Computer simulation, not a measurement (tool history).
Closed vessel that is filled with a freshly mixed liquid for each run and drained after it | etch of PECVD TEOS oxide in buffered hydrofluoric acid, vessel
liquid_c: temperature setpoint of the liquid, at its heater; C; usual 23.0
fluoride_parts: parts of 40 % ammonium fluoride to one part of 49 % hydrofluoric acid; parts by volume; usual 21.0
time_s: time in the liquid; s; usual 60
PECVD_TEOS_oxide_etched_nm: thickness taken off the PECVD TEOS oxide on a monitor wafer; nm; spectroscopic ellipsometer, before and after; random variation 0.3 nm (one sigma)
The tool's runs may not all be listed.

run,hour,liquid_c,fluoride_parts,time_s,"read-back film thickness of the PECVD TEOS oxide reference wafer, read on the same gauge (nm)",PECVD_TEOS_oxide_etched_nm
1,0.0,23.0,21.0,60,99.99,66.95
2,61.4,23.0,21.0,60,100.06,66.67
3,88.3,23.0,21.0,60,99.99,67.09
4,115.5,23.0,21.0,60,99.99,66.80
5,152.9,24.5,21.0,60,99.97,72.26
6,324.1,24.5,21.0,60,99.97,72.39
7,376.8,23.0,21.0,75,99.99,83.30
8,433.9,23.0,21.0,75,99.97,84.33
9,469.2,23.0,21.0,75,99.96,83.60
10,538.5,23.0,17.0,60,100.00,81.16
11,593.2,23.0,17.0,60,100.01,81.41
12,626.5,23.0,17.0,60,99.96,81.73
13,664.9,23.0,15.0,60,99.99,91.79
14,693.7,23.0,21.0,60,100.00,66.84
15,720.6,23.0,21.0,60,100.03,67.33
16,756.3,23.0,17.5,35,99.97,45.84
17,801.9,21.5,26.0,60,100.02,53.25
18,872.8,23.0,17.0,35,99.96,47.19
19,928.0,23.0,21.0,60,99.97,67.01
20,974.9,26.5,21.0,60,100.02,81.33
21,1027.6,27.5,21.0,40,99.98,56.98
22,1065.5,19.0,26.5,40,100.01,30.19
23,1129.8,23.0,21.0,60,100.02,67.31
24,1197.3,23.0,16.5,60,100.02,83.67
25,1265.6,20.0,26.5,70,100.04,56.43
26,1293.5,23.0,21.0,60,99.97,66.76
27,1319.3,23.0,14.5,60,100.05,95.80
28,1371.9,25.0,18.0,40,100.02,56.95
29,1553.5,27.5,21.0,40,100.03,56.95
30,1592.0,23.0,23.5,60,99.97,61.72
31,1645.7,18.0,18.5,60,99.99,56.17
32,1674.1,18.5,17.5,80,100.01,81.54

Not shown: 4 entries that the log had between the listed runs. Between which runs, and how does the tool's hidden state differ before and after?
Between runs 10 and 11: gauge calibrated (hour 561.4); thermometer replaced (hour 588.4)
  no hidden state differs between the two runs
Between runs 21 and 22: hydrofluoric acid flow meter replaced (hour 1062.1)
  no hidden state differs between the two runs
Between runs 28 and 29: gauge calibrated (hour 1481.2)
  no hidden state differs between the two runs
